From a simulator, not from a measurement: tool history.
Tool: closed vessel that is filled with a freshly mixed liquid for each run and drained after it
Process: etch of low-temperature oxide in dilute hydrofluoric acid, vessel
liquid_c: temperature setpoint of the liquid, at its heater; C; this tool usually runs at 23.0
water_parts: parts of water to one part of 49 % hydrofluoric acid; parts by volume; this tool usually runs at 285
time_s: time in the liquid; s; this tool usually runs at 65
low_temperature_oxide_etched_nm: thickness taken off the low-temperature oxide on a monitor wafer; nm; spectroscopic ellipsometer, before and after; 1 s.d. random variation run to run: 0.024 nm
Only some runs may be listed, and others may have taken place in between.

run,day,liquid_c,water_parts,time_s,wafers since the last listed run,hours since the thermometer was replaced,hours since the hydrofluoric acid flow meter was replaced,hours since the gauge calibration,"read-back film thickness of the low-temperature oxide reference wafer, read on the same gauge (nm)",low_temperature_oxide_etched_nm
1,0.000,23.0,285,55,0,1722.7,2228.8,431.7,29.965,2.814
2,0.371,23.0,285,55,871,1731.6,2237.7,440.6,29.992,2.804
3,0.883,25.5,285,65,1204,1743.9,2250.0,452.9,30.009,3.634
# day 0.900: gauge calibrated
4,1.300,25.5,285,65,979,1753.9,2260.0,9.6,30.017,3.658
5,1.612,23.0,285,65,734,1761.4,2267.5,17.1,29.992,3.317
6,1.929,23.0,345,65,744,1769.0,2275.1,24.7,30.004,2.583
7,2.471,23.0,345,65,1272,1782.0,2288.1,37.7,30.015,2.567
8,2.850,23.0,215,65,890,1791.1,2297.2,46.8,29.998,4.725
9,3.479,23.0,215,65,1478,1806.2,2312.3,61.9,30.044,4.721
10,3.912,23.0,195,55,1018,1816.6,2322.7,72.3,29.965,4.456
11,4.558,21.0,420,100,1517,1832.1,2338.2,87.8,30.002,2.803
12,5.050,23.0,285,75,1155,1843.9,2350.0,99.6,29.980,3.764
13,5.717,23.0,285,65,1566,1859.9,2366.0,115.6,29.973,3.256
14,6.021,23.0,285,95,714,1867.2,2373.3,122.9,30.007,4.790
15,6.375,23.0,285,65,832,1875.7,2381.8,131.4,30.015,3.235
16,6.883,18.5,285,65,1194,1887.9,2394.0,143.6,30.027,2.774
17,7.496,23.0,285,65,1439,1902.6,2408.7,158.3,29.981,3.261
18,8.096,23.0,285,65,1409,1917.0,2423.1,172.7,29.994,3.289
19,8.446,23.0,285,75,822,1925.4,2431.5,181.1,29.990,3.744
20,8.862,23.0,285,65,979,1935.4,2441.5,191.1,30.004,3.252

Forecast run 21:
21,9.288,23.0,285,65,998,1945.6,2451.7,201.3,?,?

Run 21 came out at read-back film thickness of the low-temperature oxide reference wafer, read on the same gauge (nm) 29.992, low_temperature_oxide_etched_nm 3.252 nm.
Minus the tool's unlogged condition, the same run would have read low_temperature_oxide_etched_nm 4.304 nm.

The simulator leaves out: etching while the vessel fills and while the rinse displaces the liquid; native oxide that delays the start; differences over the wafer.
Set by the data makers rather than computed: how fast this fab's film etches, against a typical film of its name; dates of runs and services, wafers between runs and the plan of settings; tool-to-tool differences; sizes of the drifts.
